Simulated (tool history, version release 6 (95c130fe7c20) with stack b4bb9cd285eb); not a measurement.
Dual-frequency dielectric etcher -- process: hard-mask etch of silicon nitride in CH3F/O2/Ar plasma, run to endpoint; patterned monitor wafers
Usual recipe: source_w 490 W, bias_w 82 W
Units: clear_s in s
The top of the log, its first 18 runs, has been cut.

| run | hour | source_w | bias_w | wafers since the last listed run | hours since the last wet clean | hours since the last source power generator calibration | hours since the last bias power generator calibration | hours since the last upper electrode change | incoming incoming film thickness, nm | clear_s |
|---|---|---|---|---|---|---|---|---|---|---|
| 19 | 264.8 | 490 | 97 | 143 | 412.9 | 15.3 | 111.5 | 2751.9 | 41.45 | 51 |
|  | 293.3 | wet clean of the chamber |
|  | 316.8 | upper electrode replaced |
| 20 | 317.3 | 550 | 65 | 48 | 24 | 67.8 | 164 | 0.5 | 41.26 | 52.4 |
| 21 | 317.7 | 600 | 89 | 3 | 24.4 | 68.2 | 164.4 | 0.9 | 41.4 | 46.5 |
| 22 | 318 | 560 | 62 | 2 | 24.7 | 68.5 | 164.7 | 1.2 | 41.2 | 52.7 |
| 23 | 318.3 | 450 | 82 | 2 | 25 | 68.8 | 165 | 1.5 | 41.32 | 54.8 |
| 24 | 331.8 | 490 | 68 | 131 | 38.5 | 82.3 | 178.5 | 15 | 41.17 | 55.2 |
| 25 | 361.5 | 490 | 82 | 288 | 68.2 | 112 | 208.2 | 44.7 | 41.48 | 52.6 |
| 26 | 369.7 | 540 | 96 | 79 | 76.4 | 120.2 | 216.4 | 52.9 | 40.92 | 47.4 |
| 27 | 383 | 530 | 63 | 129 | 89.7 | 133.5 | 229.7 | 66.2 | 41.15 | 53.9 |
| 28 | 392.1 | 490 | 75 | 88 | 98.8 | 142.6 | 238.8 | 75.3 | 41.32 | 53.9 |
| 29 | 410.1 | 400 | 63 | 174 | 116.8 | 160.6 | 256.8 | 93.3 | 41.16 | 63 |
| 30 | 423 | 490 | 82 | 125 | 129.7 | 173.5 | 269.7 | 106.2 | 40.9 | 52.4 |
| 31 | 466.9 | 520 | 91 | 426 | 173.6 | 217.4 | 313.6 | 150.1 | 41.32 | 49.7 |
| 32 | 474.5 | 580 | 96 | 73 | 181.2 | 225 | 321.2 | 157.7 | 41.68 | 46.6 |
| 33 | 521.1 | 400 | 91 | 452 | 227.8 | 271.6 | 367.8 | 204.3 | 40.68 | 56.2 |
| 34 | 531.8 | 380 | 65 | 103 | 238.5 | 282.3 | 378.5 | 215 | 41.71 | 65.7 |

Predict the results of run 35:
| 35 | 544.5 | 490 | 82 | 123 | 251.2 | 295 | 391.2 | 227.7 | 41.49 | ? |

clear_s: 52.9 s
The same run, on a tool lacking any hidden state, would have yielded clear_s 52.3 s.

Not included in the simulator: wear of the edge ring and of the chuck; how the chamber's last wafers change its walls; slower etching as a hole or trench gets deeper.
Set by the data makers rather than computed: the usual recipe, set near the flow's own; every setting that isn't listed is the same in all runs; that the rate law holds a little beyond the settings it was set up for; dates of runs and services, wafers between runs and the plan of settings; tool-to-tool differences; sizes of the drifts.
